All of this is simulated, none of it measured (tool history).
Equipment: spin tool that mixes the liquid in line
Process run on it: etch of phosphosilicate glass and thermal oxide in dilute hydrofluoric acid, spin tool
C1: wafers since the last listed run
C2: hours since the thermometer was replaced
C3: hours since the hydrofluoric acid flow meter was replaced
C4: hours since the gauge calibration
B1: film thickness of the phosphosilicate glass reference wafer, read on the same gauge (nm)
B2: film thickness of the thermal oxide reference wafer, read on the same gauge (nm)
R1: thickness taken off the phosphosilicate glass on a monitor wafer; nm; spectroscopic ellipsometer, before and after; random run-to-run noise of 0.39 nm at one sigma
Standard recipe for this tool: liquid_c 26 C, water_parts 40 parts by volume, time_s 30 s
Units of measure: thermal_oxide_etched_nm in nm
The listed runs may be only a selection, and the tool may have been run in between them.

run 1 day=0 | liquid_c=26 water_parts=40 time_s=40 | C1=0 C2=1538.7 C3=1122.9 C4=5.2 | B1=150.01 B2=79.998 | R1=98.9 thermal_oxide_etched_nm=5.902
run 2 day=0.717 | liquid_c=26 water_parts=40 time_s=40 | C1=344 C2=1555.9 C3=1140.1 C4=22.4 | B1=150.01 B2=80.013 | R1=100 thermal_oxide_etched_nm=5.918
run 3 day=1.904 | liquid_c=26 water_parts=40 time_s=40 | C1=570 C2=1584.4 C3=1168.6 C4=50.9 | B1=149.99 B2=79.996 | R1=99.56 thermal_oxide_etched_nm=5.91
run 4 day=2.933 | liquid_c=26 water_parts=40 time_s=30 | C1=494 C2=1609.1 C3=1193.3 C4=75.6 | B1=150.01 B2=80.033 | R1=75.38 thermal_oxide_etched_nm=4.515
run 5 day=3.746 | liquid_c=26 water_parts=40 time_s=30 | C1=390 C2=1628.6 C3=1212.8 C4=95.1 | B1=149.98 B2=80.039 | R1=75.58 thermal_oxide_etched_nm=4.56
run 6 day=5.2 | liquid_c=26 water_parts=40 time_s=30 | C1=698 C2=1663.5 C3=1247.7 C4=130 | B1=149.99 B2=80.025 | R1=76.6 thermal_oxide_etched_nm=4.53
run 7 day=5.838 | liquid_c=26 water_parts=40 time_s=30 | C1=306 C2=1678.8 C3=1263 C4=145.3 | B1=149.98 B2=80.031 | R1=75.95 thermal_oxide_etched_nm=4.531
run 8 day=6.521 | liquid_c=26 water_parts=40 time_s=30 | C1=328 C2=1695.2 C3=1279.4 C4=161.7 | B1=150 B2=79.991 | R1=76.06 thermal_oxide_etched_nm=4.541
run 9 day=7.579 | liquid_c=26 water_parts=40 time_s=30 | C1=508 C2=1720.6 C3=1304.8 C4=187.1 | B1=149.98 B2=79.987 | R1=76.12 thermal_oxide_etched_nm=4.515
-- day=7.638 thermometer replaced
run 10 day=8.312 | liquid_c=26 water_parts=40 time_s=30 | C1=332 C2=16.2 C3=1322.4 C4=204.7 | B1=149.97 B2=79.95 | R1=75.27 thermal_oxide_etched_nm=4.605
run 11 day=9.146 | liquid_c=26 water_parts=40 time_s=30 | C1=400 C2=36.2 C3=1342.4 C4=224.7 | B1=149.99 B2=79.981 | R1=76.22 thermal_oxide_etched_nm=4.514
run 12 day=10.092 | liquid_c=21.5 water_parts=25 time_s=40 | C1=454 C2=58.9 C3=1365.1 C4=247.4 | B1=149.99 B2=79.986 | R1=135.82 thermal_oxide_etched_nm=8.166
run 13 day=11.4 | liquid_c=26 water_parts=30 time_s=15 | C1=628 C2=90.3 C3=1396.5 C4=278.8 | B1=150 B2=80.023 | R1=51.53 thermal_oxide_etched_nm=3.104
run 14 day=12.629 | liquid_c=22.5 water_parts=45 time_s=40 | C1=590 C2=119.8 C3=1426 C4=308.3 | B1=150 B2=80.024 | R1=78.45 thermal_oxide_etched_nm=4.681
-- day=13.129 hydrofluoric acid flow meter replaced
run 15 day=13.275 | liquid_c=23.5 water_parts=25 time_s=30 | C1=290 C2=135.3 C3=3.5 C4=323.8 | B1=150.02 B2=79.926 | R1=101.13 thermal_oxide_etched_nm=5.987
run 16 day=15.071 | liquid_c=30 water_parts=45 time_s=30 | C1=862 C2=178.4 C3=46.6 C4=366.9 | B1=150.01 B2=79.994 | R1=70.91 thermal_oxide_etched_nm=4.258
run 17 day=16.117 | liquid_c=26 water_parts=40 time_s=30 | C1=502 C2=203.5 C3=71.7 C4=392 | B1=150 B2=79.972 | R1=69.43 thermal_oxide_etched_nm=4.11
run 18 day=17.208 | liquid_c=24 water_parts=25 time_s=45 | C1=524 C2=229.7 C3=97.9 C4=418.2 | B1=150.01 B2=80.036 | R1=156.37 thermal_oxide_etched_nm=9.366
-- day=18.125 gauge calibrated
run 19 day=20.342 | liquid_c=21 water_parts=30 time_s=15 | C1=1505 C2=304.9 C3=173.1 C4=53.2 | B1=150.01 B2=80.061 | R1=38.07 thermal_oxide_etched_nm=2.282
run 20 day=21.788 | liquid_c=26 water_parts=40 time_s=30 | C1=694 C2=339.6 C3=207.8 C4=87.9 | B1=150.01 B2=79.956 | R1=69.63 thermal_oxide_etched_nm=4.169
run 21 day=22.692 | liquid_c=24 water_parts=30 time_s=15 | C1=434 C2=361.3 C3=229.5 C4=109.6 | B1=150.01 B2=79.992 | R1=43.35 thermal_oxide_etched_nm=2.593
run 22 day=23.712 | liquid_c=29.5 water_parts=45 time_s=50 | C1=490 C2=385.8 C3=254 C4=134.1 | B1=149.98 B2=79.995 | R1=118.95 thermal_oxide_etched_nm=7.104

Forecast each of these 5 alternatives for the next run:
run A day=23.729 | liquid_c=26 water_parts=40 time_s=30 | C1=8 C2=386.2 C3=254.4 C4=134.5 | B1=? B2=? | R1=? thermal_oxide_etched_nm=?
run B day=23.729 | liquid_c=26 water_parts=45 time_s=20 | C1=8 C2=386.2 C3=254.4 C4=134.5 | B1=? B2=? | R1=? thermal_oxide_etched_nm=?
run C day=23.729 | liquid_c=26 water_parts=40 time_s=35 | C1=8 C2=386.2 C3=254.4 C4=134.5 | B1=? B2=? | R1=? thermal_oxide_etched_nm=?
run D day=23.729 | liquid_c=28 water_parts=40 time_s=30 | C1=8 C2=386.2 C3=254.4 C4=134.5 | B1=? B2=? | R1=? thermal_oxide_etched_nm=?
run E day=23.729 | liquid_c=23.5 water_parts=55 time_s=15 | C1=8 C2=386.2 C3=254.4 C4=134.5 | B1=? B2=? | R1=? thermal_oxide_etched_nm=?

run=A B1=150 B2=79.996 R1=70.25 thermal_oxide_etched_nm=4.2
run=B B1=150 B2=79.996 R1=41.35 thermal_oxide_etched_nm=2.472
run=C B1=150 B2=79.996 R1=81.95 thermal_oxide_etched_nm=4.9
run=D B1=150 B2=79.996 R1=76.19 thermal_oxide_etched_nm=4.555
run=E B1=150 B2=79.996 R1=22.61 thermal_oxide_etched_nm=1.351
The same runs, with their run-to-run variation unchanged, on a tool lacking any hidden condition would have given:
run=A R1=68.06 thermal_oxide_etched_nm=4.069
run=B R1=40.05 thermal_oxide_etched_nm=2.394
run=C R1=79.4 thermal_oxide_etched_nm=4.747
run=D R1=73.81 thermal_oxide_etched_nm=4.413
run=E R1=21.89 thermal_oxide_etched_nm=1.309

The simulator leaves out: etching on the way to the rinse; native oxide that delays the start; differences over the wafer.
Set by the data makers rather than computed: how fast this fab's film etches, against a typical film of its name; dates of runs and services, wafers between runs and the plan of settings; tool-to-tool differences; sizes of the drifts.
